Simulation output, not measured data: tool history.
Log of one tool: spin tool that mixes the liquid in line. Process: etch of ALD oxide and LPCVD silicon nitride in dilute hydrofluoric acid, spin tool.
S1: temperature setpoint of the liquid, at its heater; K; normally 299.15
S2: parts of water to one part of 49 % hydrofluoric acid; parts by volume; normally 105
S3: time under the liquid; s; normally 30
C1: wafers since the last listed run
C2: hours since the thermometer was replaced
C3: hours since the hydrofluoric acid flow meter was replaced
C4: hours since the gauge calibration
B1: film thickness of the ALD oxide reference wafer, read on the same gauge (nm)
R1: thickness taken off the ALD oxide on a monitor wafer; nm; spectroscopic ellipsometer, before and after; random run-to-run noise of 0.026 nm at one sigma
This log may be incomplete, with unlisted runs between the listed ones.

run 1 hour=0.0 | S1=299.15 S2=105 S3=30 | C1=0 C2=1419.4 C3=134.9 C4=197.9 | B1=110.01 | R1=6.86
run 2 hour=49.7 | S1=299.15 S2=105 S3=30 | C1=586 C2=1469.1 C3=184.6 C4=247.6 | B1=109.98 | R1=6.87
run 3 hour=82.6 | S1=299.15 S2=115 S3=45 | C1=387 C2=1502.0 C3=217.5 C4=280.5 | B1=110.01 | R1=9.24
run 4 hour=121.3 | S1=299.15 S2=115 S3=45 | C1=456 C2=1540.7 C3=256.2 C4=319.2 | B1=109.98 | R1=9.18
run 5 hour=150.7 | S1=300.65 S2=105 S3=25 | C1=346 C2=1570.1 C3=285.6 C4=348.6 | B1=110.02 | R1=6.03
-- hour=191.2 thermometer replaced
run 6 hour=216.8 | S1=300.65 S2=105 S3=25 | C1=767 C2=25.6 C3=351.7 C4=414.7 | B1=110.00 | R1=6.54
run 7 hour=241.3 | S1=299.15 S2=105 S3=30 | C1=288 C2=50.1 C3=376.2 C4=439.2 | B1=110.03 | R1=7.45
run 8 hour=271.2 | S1=303.15 S2=75 S3=15 | C1=352 C2=80.0 C3=406.1 C4=469.1 | B1=110.00 | R1=6.30
run 9 hour=310.9 | S1=299.15 S2=55 S3=30 | C1=468 C2=119.7 C3=445.8 C4=508.8 | B1=110.00 | R1=15.08
run 10 hour=367.8 | S1=303.65 S2=150 S3=15 | C1=670 C2=176.6 C3=502.7 C4=565.7 | B1=110.02 | R1=2.91
-- hour=376.2 gauge calibrated
run 11 hour=394.5 | S1=299.15 S2=150 S3=40 | C1=314 C2=203.3 C3=529.4 C4=18.3 | B1=109.97 | R1=6.50
-- hour=407.4 hydrofluoric acid flow meter replaced
run 12 hour=426.2 | S1=299.15 S2=55 S3=30 | C1=361 C2=235.0 C3=18.8 C4=50.0 | B1=109.98 | R1=15.01
run 13 hour=488.9 | S1=299.15 S2=55 S3=30 | C1=739 C2=297.7 C3=81.5 C4=112.7 | B1=110.01 | R1=14.94
run 14 hour=550.3 | S1=299.15 S2=85 S3=35 | C1=723 C2=359.1 C3=142.9 C4=174.1 | B1=109.97 | R1=10.68
run 15 hour=577.9 | S1=299.15 S2=105 S3=30 | C1=325 C2=386.7 C3=170.5 C4=201.7 | B1=110.04 | R1=7.25

What the log doesn't show, run by run:
hydrofluoric acid flow above the setpoint (%): 0 in every run
gauge reads high (%): 0 in every run
H1: liquid colder than its thermometer reads (K)
run=1 H1=2.69
run=2 H1=2.77
run=3 H1=2.83
run=4 H1=2.9
run=5 H1=2.95
run=6 H1=0.673
run=7 H1=0.716
run=8 H1=0.768
run=9 H1=0.836
run=10 H1=0.935
run=11 H1=0.981
run=12 H1=1.04
run=13 H1=1.14
run=14 H1=1.25
run=15 H1=1.3
